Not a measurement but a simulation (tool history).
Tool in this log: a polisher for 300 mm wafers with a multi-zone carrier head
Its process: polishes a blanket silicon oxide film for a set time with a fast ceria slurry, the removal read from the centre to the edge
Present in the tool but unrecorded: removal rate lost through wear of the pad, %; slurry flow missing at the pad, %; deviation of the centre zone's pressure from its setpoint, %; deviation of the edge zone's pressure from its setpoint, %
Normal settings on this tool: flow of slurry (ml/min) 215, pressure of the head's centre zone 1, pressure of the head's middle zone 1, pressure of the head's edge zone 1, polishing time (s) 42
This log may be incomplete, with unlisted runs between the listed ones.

run   hour  flow of slurry (ml/min)  pressure of the head's centre zone  pressure of the head's middle zone  pressure of the head's edge zone  polishing time (s)  wafers since the last listed run  wafers polished on this pad  hours since the slurry nozzle was cleaned  hours since the centre zone pressure was calibrated  hours since the edge zone pressure was calibrated  hours since the carrier head's membrane was replaced  incoming thickness of the incoming film, nm  film removed at the wafer's centre (nm)  film removed at mid-radius (nm)  film removed at the wafer's edge (nm)
  1      0                      215                                   1                                   1                                 1                  42                                 0                         3022                                      417.8                                               1037.4                                              545.8                                                  56.2                                       2304.1                                    726.2                            701.6                                  708.4
  2   31.9                      215                                   1                                   1                                 1                  42                               361                         3384                                      449.7                                               1069.3                                              577.7                                                  88.1                                       2290.3                                    731.1                              704                                  726.3
      35.8  -- centre zone pressure recalibrated
  3   61.6                      215                                   1                                   1                                 1                  42                               313                         3697                                      479.4                                                 25.8                                              607.4                                                 117.8                                       2291.6                                    711.5                            694.3                                  702.7
  4  104.7                      215                                0.93                                   1                                 1                  37                               488                         4185                                      522.5                                                 68.9                                              650.5                                                 160.9                                       2311.5                                    592.1                            604.8                                  614.6
     125.4  -- worn pad replaced by a new one
  5  144.3                      215                                0.88                                   1                              0.91                  38                               403                          214                                      562.1                                                108.5                                              690.1                                                 200.5                                       2293.9                                    602.6                            655.4                                  642.6
     152.6  -- slurry nozzle cleaned
  6  169.6                      215                                   1                                   1                                 1                  42                               275                          489                                         17                                                133.8                                              715.4                                                 225.8                                       2288.2                                    748.9                            742.7                                  730.1
  7  223.5                      240                                0.96                                1.04                                 1                  48                               610                         1100                                       70.9                                                187.7                                              769.3                                                 279.7                                       2287.8                                    843.3                            861.1                                  838.9
  8  259.1                      240                                   1                                   1                                 1                  47                               403                         1503                                      106.5                                                223.3                                              804.9                                                 315.3                                       2292.3                                    848.7                            829.5                                  823.5
  9  285.7                      215                                   1                                 0.9                              1.06                  49                               301                         1804                                      133.1                                                249.9                                              831.5                                                 341.9                                       2265.1                                      870                            794.5                                  889.5
 10  349.6                      215                                   1                                   1                                 1                  42                               723                         2528                                        197                                                313.8                                              895.4                                                 405.8                                       2281.8                                    730.4                            729.9                                  746.9
 11  397.1                      285                                   1                                   1                                 1                  49                               538                         3066                                      244.5                                                361.3                                              942.9                                                 453.3                                       2263.2                                    881.2                            858.4                                  848.1
 12  460.6                      215                                   1                                   1                                 1                  42                               719                         3785                                        308                                                424.8                                             1006.4                                                 516.8                                       2299.1                                    717.1                            709.7                                  720.9
     503.7  -- worn pad replaced by a new one
     506.3  -- edge zone pressure recalibrated
 13  579.4                      215                                0.94                                   1                                 1                  52                              1277                          835                                      426.8                                                543.6                                               73.1                                                 635.6                                       2317.1                                    884.2                            901.6                                  902.8
 14  614.7                      215                                   1                                   1                                 1                  42                               399                         1235                                      462.1                                                578.9                                              108.4                                                 670.9                                       2277.4                                    751.6                            732.5                                  745.6
 15  647.6                      215                                   1                                   1                                 1                  42                               372                         1607                                        495                                                611.8                                              141.3                                                 703.8                                       2293.8                                    741.1                            718.7                                  734.8
     669.4  -- carrier head's membrane replaced by a new one
 16  686.9                      215                                0.92                                   1                                 1                  42                               388                         1996                                      534.3                                                651.1                                              180.6                                                  17.5                                       2257.4                                    694.5                            717.1                                  734.5
     697.9  -- slurry nozzle cleaned
 17    744                      160                                   1                                   1                                 1                  47                               635                         2631                                       46.1                                                708.2                                              237.7                                                  74.6                                       2258.2                                    801.8                              781                                  782.1
 18  794.6                      215                                 0.9                                   1                                 1                  42                               573                         3204                                       96.7                                                758.8                                              288.3                                                 125.2                                       2328.1                                    660.8                            708.3                                  721.3
 19    834                      215                                   1                                0.97                              1.08                  42                               446                         3651                                      136.1                                                798.2                                              327.7                                                 164.6                                       2316.1                                    708.8                            683.7                                    737
 20  864.8                      215                                0.93                                1.08                              0.97                  42                               348                         3999                                      166.9                                                  829                                              358.5                                                 195.4                                       2298.2                                      670                              722                                  690.2
     914.8  -- worn pad replaced by a new one
 21  915.3                      250                                   1                                0.95                                 1                  42                               526                            5                                      217.4                                                879.5                                                409                                                 245.9                                       2288.3                                    760.9                            707.9                                  749.2
 22  947.7                      215                                   1                                   1                              1.05                  42                               366                          372                                      249.8                                                911.9                                              441.4                                                 278.3                                       2326.8                                    752.4                            728.3                                  768.1

Alternative continuations, all from the tool just after run 22; predict every row:
  A  948.1                      215                                   1                                   1                                 1                  42                                 4                          377                                      250.2                                                912.3                                              441.8                                                 278.7                                       2307.2                                        ?                                ?                                      ?
  B  948.1                      215                                1.08                                   1                                 1                  42                                 4                          377                                      250.2                                                912.3                                              441.8                                                 278.7                                       2307.2                                        ?                                ?                                      ?
  C  948.1                      150                                0.91                                1.05                                 1                  42                                 4                          377                                      250.2                                                912.3                                              441.8                                                 278.7                                       2307.2                                        ?                                ?                                      ?
  D  948.1                      185                                1.08                                1.07                                 1                  36                                 4                          377                                      250.2                                                912.3                                              441.8                                                 278.7                                       2307.2                                        ?                                ?                                      ?

run  film removed at the wafer's centre (nm)  film removed at mid-radius (nm)  film removed at the wafer's edge (nm)
  A                                      745                              740                                  737.6
  B                                    798.9                            739.7                                  737.6
  C                                    656.6                              736                                  717.3
  D                                    673.7                            652.4                                  624.8
The same runs, with their run-to-run variation unchanged, on a tool lacking any hidden condition would have given:
run  film removed at the wafer's centre (nm)  film removed at mid-radius (nm)  film removed at the wafer's edge (nm)
  A                                    746.1                            741.1                                  738.7
  B                                    800.2                            740.9                                  738.7
  C                                    657.6                            737.2                                  718.4
  D                                    674.7                            653.4                                  625.8
